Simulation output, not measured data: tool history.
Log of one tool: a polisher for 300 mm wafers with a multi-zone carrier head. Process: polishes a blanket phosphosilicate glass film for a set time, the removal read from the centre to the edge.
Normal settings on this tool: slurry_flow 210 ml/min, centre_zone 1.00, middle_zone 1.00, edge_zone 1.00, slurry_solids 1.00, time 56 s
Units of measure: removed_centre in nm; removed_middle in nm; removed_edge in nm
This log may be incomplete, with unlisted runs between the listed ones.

run	hour	slurry_flow	centre_zone	middle_zone	edge_zone	slurry_solids	time	wafers since the last listed run	wafers polished on this pad	hours since the slurry nozzle was cleaned	hours since the centre zone pressure was calibrated	hours since the edge zone pressure was calibrated	hours since the carrier head's membrane was replaced	incoming thickness of the incoming film, nm	removed_centre	removed_middle	removed_edge
1	0.0	160	1.00	1.00	1.00	1.00	56	0	528	380.3	18.9	354.9	1714.3	3978.3	470.0	477.3	473.7
2	42.7	210	1.00	1.00	1.00	1.05	56	277	806	423.0	61.6	397.6	1757.0	4063.3	522.5	506.9	504.7
3	92.9	210	1.00	1.00	1.00	1.05	56	326	1132	473.2	111.8	447.8	1807.2	4043.2	510.2	513.5	504.7
4	136.2	210	1.00	1.00	1.00	1.00	56	281	1414	516.5	155.1	491.1	1850.5	4121.0	510.5	499.7	510.5
# hour 172.6: edge zone pressure recalibrated
# hour 176.9: worn pad replaced by a new one
# hour 179.0: slurry nozzle cleaned
5	182.4	210	1.00	1.00	1.00	1.00	56	254	29	3.4	201.3	9.8	1896.7	4055.5	508.6	505.0	510.5
6	253.7	210	1.00	1.00	1.00	1.00	56	463	493	74.7	272.6	81.1	1968.0	4025.1	515.6	500.4	494.8
7	288.8	210	1.00	1.00	0.91	1.00	56	228	721	109.8	307.7	116.2	2003.1	4056.0	516.9	504.1	478.5
# hour 303.3: carrier head's membrane replaced by a new one
# hour 324.3: centre zone pressure recalibrated
8	346.6	210	1.00	1.00	1.00	1.00	56	330	1051	167.6	22.3	174.0	43.3	4049.2	548.4	498.3	494.0
# hour 484.1: worn pad replaced by a new one
9	489.5	210	1.00	1.00	1.00	1.00	56	903	35	310.5	165.2	316.9	186.2	4064.1	557.4	495.5	505.9
10	547.6	210	0.93	1.09	1.00	1.00	65	377	413	368.6	223.3	375.0	244.3	4028.4	612.8	618.5	575.4
11	595.0	160	1.00	1.00	1.00	1.00	56	308	721	416.0	270.7	422.4	291.7	4038.9	540.6	478.7	485.2
# hour 616.3: centre zone pressure recalibrated, repeated, since the last time left the tool worse
12	646.4	210	1.00	0.96	0.92	1.00	56	321	1042	467.4	30.1	473.8	343.1	4012.3	492.8	474.8	483.6
13	677.9	210	1.00	1.08	1.00	1.00	56	204	1247	498.9	61.6	505.3	374.6	4079.1	499.5	518.3	497.3
# hour 718.8: edge zone pressure recalibrated
# hour 772.6: worn pad replaced by a new one
# hour 845.0: slurry nozzle cleaned
14	880.2	210	1.00	1.00	1.11	1.00	56	1269	693	35.2	263.9	161.4	576.9	4022.7	515.5	487.8	522.4
15	914.5	210	0.95	0.94	1.00	1.00	56	223	916	69.5	298.2	195.7	611.2	4077.0	492.6	468.1	502.1
16	961.2	210	1.00	1.00	1.00	1.00	56	303	1219	116.2	344.9	242.4	657.9	4007.3	521.4	497.0	495.9
17	990.2	210	1.11	1.00	1.00	1.00	56	188	1408	145.2	373.9	271.4	686.9	4044.0	571.9	503.6	498.1
18	1016.2	210	0.93	1.00	1.00	1.00	37	169	1577	171.2	399.9	297.4	712.9	4040.6	320.3	323.1	325.4
# hour 1031.4: worn pad replaced by a new one
# hour 1037.4: centre zone pressure recalibrated
19	1047.5	210	1.00	1.00	1.00	0.85	46	164	91	202.5	10.1	328.7	744.2	4030.9	368.5	373.6	364.8
20	1077.8	240	1.10	1.00	1.00	0.80	56	197	289	232.8	40.4	359.0	774.5	3988.3	490.4	441.8	436.0
21	1139.1	210	0.95	1.09	1.00	0.85	56	398	687	294.1	101.7	420.3	835.8	4099.6	444.2	482.6	445.4
22	1167.8	210	1.00	1.00	1.00	1.00	56	186	874	322.8	130.4	449.0	864.5	4013.6	509.6	510.8	493.8

Each row is a separate what-if for the run after 22, all from the same tool condition, not one after another. Results?
A	1168.2	210	1.00	1.00	1.00	1.00	56	2	876	323.2	130.8	449.4	864.9	4036.8	?	?	?
B	1168.2	210	0.92	1.00	1.08	1.00	56	2	876	323.2	130.8	449.4	864.9	4036.8	?	?	?
C	1168.2	140	1.00	1.00	1.10	1.00	56	2	876	323.2	130.8	449.4	864.9	4036.8	?	?	?

run	removed_centre	removed_middle	removed_edge
A	516.0	494.4	503.9
B	474.6	494.5	523.3
C	472.3	457.0	499.1
Stripped of hidden state, with their random variation kept, the same runs would have yielded:
run	removed_centre	removed_middle	removed_edge
A	493.3	494.5	503.9
B	453.5	494.6	523.3
C	451.5	457.1	499.1

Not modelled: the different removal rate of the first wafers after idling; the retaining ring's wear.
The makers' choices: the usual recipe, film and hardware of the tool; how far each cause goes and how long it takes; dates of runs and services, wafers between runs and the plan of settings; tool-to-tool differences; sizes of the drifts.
